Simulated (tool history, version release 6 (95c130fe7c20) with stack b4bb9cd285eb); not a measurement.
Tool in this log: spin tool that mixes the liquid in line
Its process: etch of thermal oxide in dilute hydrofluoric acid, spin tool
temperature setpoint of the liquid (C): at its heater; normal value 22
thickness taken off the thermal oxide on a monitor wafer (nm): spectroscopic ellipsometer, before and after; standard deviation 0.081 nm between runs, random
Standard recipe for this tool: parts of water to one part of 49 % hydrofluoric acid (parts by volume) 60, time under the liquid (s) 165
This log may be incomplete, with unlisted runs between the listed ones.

| run | hour | temperature setpoint of the liquid (C) | parts of water to one part of 49 % hydrofluoric acid (parts by volume) | time under the liquid (s) | wafers since the last listed run | hours since the thermometer was replaced | hours since the hydrofluoric acid flow meter was replaced | hours since the gauge calibration | read-back film thickness of the thermal oxide reference wafer, read on the same gauge (nm) | thickness taken off the thermal oxide on a monitor wafer (nm) |
|---|---|---|---|---|---|---|---|---|---|---|
| 1 | 0 | 22 | 60 | 165 | 0 | 1746.9 | 591 | 3.2 | 49.99 | 13.25 |
| 2 | 7.5 | 22 | 60 | 165 | 75 | 1754.4 | 598.5 | 10.7 | 49.99 | 13.16 |
| 3 | 13.7 | 22 | 60 | 165 | 62 | 1760.6 | 604.7 | 16.9 | 50 | 13.3 |
| 4 | 21.8 | 22 | 60 | 200 | 81 | 1768.7 | 612.8 | 25 | 50 | 16.04 |
| 5 | 30.5 | 22 | 60 | 200 | 87 | 1777.4 | 621.5 | 33.7 | 49.99 | 16.01 |
| 6 | 48.5 | 22 | 60 | 200 | 180 | 1795.4 | 639.5 | 51.7 | 50.02 | 16.13 |
| 7 | 84.3 | 22 | 60 | 130 | 358 | 1831.2 | 675.3 | 87.5 | 49.99 | 10.53 |
| 8 | 94.2 | 22 | 60 | 130 | 99 | 1841.1 | 685.2 | 97.4 | 49.99 | 10.68 |
| 9 | 102.9 | 22 | 60 | 165 | 87 | 1849.8 | 693.9 | 106.1 | 49.98 | 13.22 |
| 10 | 115.6 | 20.5 | 80 | 165 | 127 | 1862.5 | 706.6 | 118.8 | 50.02 | 9.27 |
|  | 124.7 | hydrofluoric acid flow meter replaced |
| 11 | 131.5 | 22 | 60 | 110 | 149 | 1878.4 | 6.8 | 134.7 | 49.99 | 7.87 |
| 12 | 148.5 | 22 | 60 | 165 | 170 | 1895.4 | 23.8 | 151.7 | 49.98 | 11.77 |
|  | 153.7 | thermometer replaced |
| 13 | 156.9 | 17 | 45 | 165 | 74 | 3.2 | 32.2 | 160.1 | 49.99 | 13.05 |
|  | 170.6 | gauge calibrated |
| 14 | 173.6 | 27 | 50 | 165 | 167 | 19.9 | 48.9 | 3 | 50 | 17.78 |
| 15 | 186.3 | 20.5 | 60 | 165 | 127 | 32.6 | 61.6 | 15.7 | 50.02 | 11.25 |
| 16 | 194.6 | 22 | 75 | 165 | 83 | 40.9 | 69.9 | 24 | 50 | 9.45 |
| 17 | 208.7 | 22 | 60 | 165 | 141 | 55 | 84 | 38.1 | 50.01 | 12.16 |
| 18 | 224.1 | 26 | 60 | 135 | 154 | 70.4 | 99.4 | 53.5 | 50 | 11.59 |

Branching from run 18: 3 alternative next runs. What would each branch give?
| A | 224.6 | 22 | 60 | 165 | 5 | 70.9 | 99.9 | 54 | ? | ? |
| B | 224.6 | 26.5 | 30 | 75 | 5 | 70.9 | 99.9 | 54 | ? | ? |
| C | 224.6 | 24.5 | 35 | 190 | 5 | 70.9 | 99.9 | 54 | ? | ? |

| run | read-back film thickness of the thermal oxide reference wafer, read on the same gauge (nm) | thickness taken off the thermal oxide on a monitor wafer (nm) |
|---|---|---|
| A | 49.99 | 11.99 |
| B | 49.99 | 13.66 |
| C | 49.99 | 27.12 |
The same runs, with their run-to-run variation unchanged, on a tool lacking any hidden condition would have given:
| run | thickness taken off the thermal oxide on a monitor wafer (nm) |
|---|---|
| A | 11.77 |
| B | 13.41 |
| C | 26.63 |
